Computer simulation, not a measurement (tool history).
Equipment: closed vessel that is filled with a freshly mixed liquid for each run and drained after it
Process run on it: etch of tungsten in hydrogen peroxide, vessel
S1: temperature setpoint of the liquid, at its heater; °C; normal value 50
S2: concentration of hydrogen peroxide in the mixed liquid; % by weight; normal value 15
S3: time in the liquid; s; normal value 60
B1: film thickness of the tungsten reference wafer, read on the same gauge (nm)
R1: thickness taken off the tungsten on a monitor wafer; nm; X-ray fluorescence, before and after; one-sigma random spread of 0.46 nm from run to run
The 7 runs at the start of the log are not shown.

run     day    S1    S2  S3     B1      R1
  8  18.038    50    15  60  59.99   52.79
     18.125  -- new drum of peroxide connected
  9  19.854    50    15  60  60.02   52.65
     21.654  -- peroxide flow meter replaced
 10  22.308    50    15  60  60.01   52.26
 11  25.138    50  17.5  80  60.02   76.49
     27.004  -- thermometer replaced
 12  27.096    50  17.5  80  60.02   69.76
 13  28.679    50    15  60  59.99   47.93
     30.042  -- gauge calibrated
 14  30.283    53  18.5  30  59.97   32.12
 15  32.504    50  17.5  80  59.99   69.53
     39.592  -- peroxide flow meter replaced
 16  41.188    54    19  80  59.98    92.6
 17    43.2    57    19  60  59.99   81.73
 18  44.762    42    12  60  60.02   26.81
 19  47.308    50    12  35  59.97   25.96
 20  48.892    50    15  60  59.99   47.87
 21  51.588    59    18  30  59.99    45.6
 22  54.379  41.5    15  85  60.02   40.84
     56.467  -- peroxide flow meter replaced
 23  56.846    50    15  60     60   49.72
 24  59.762  52.5  12.5  30  59.98   26.56
 25  60.975  58.5  12.5  85  60.01  107.18
 26  62.162    50    15  85  59.98   70.88
 27  63.254    46    17  40  59.98   28.21
 28  67.296    40    19  75     60   37.21
 29  69.558  41.5    15  30     60   14.97
 30  70.846  45.5  16.5  70  60.01   46.18

4 ways to go on from here, each from the tool as it stands after run 30. What would each give?
  A  70.875  50    15  60   ?   ?
  B  70.875  43  18.5  60   ?   ?
  C  70.875  44    15  60   ?   ?
  D  70.875  59    15  40   ?   ?

run     B1     R1
  A  60.01  51.22
  B  60.01  36.87
  C  60.01  35.36
  D  60.01  58.06
Take away the tool's hidden state, keep each run's random variation, and the runs would have read:
run     R1
  A  47.12
  B   33.8
  C  32.43
  D  53.65
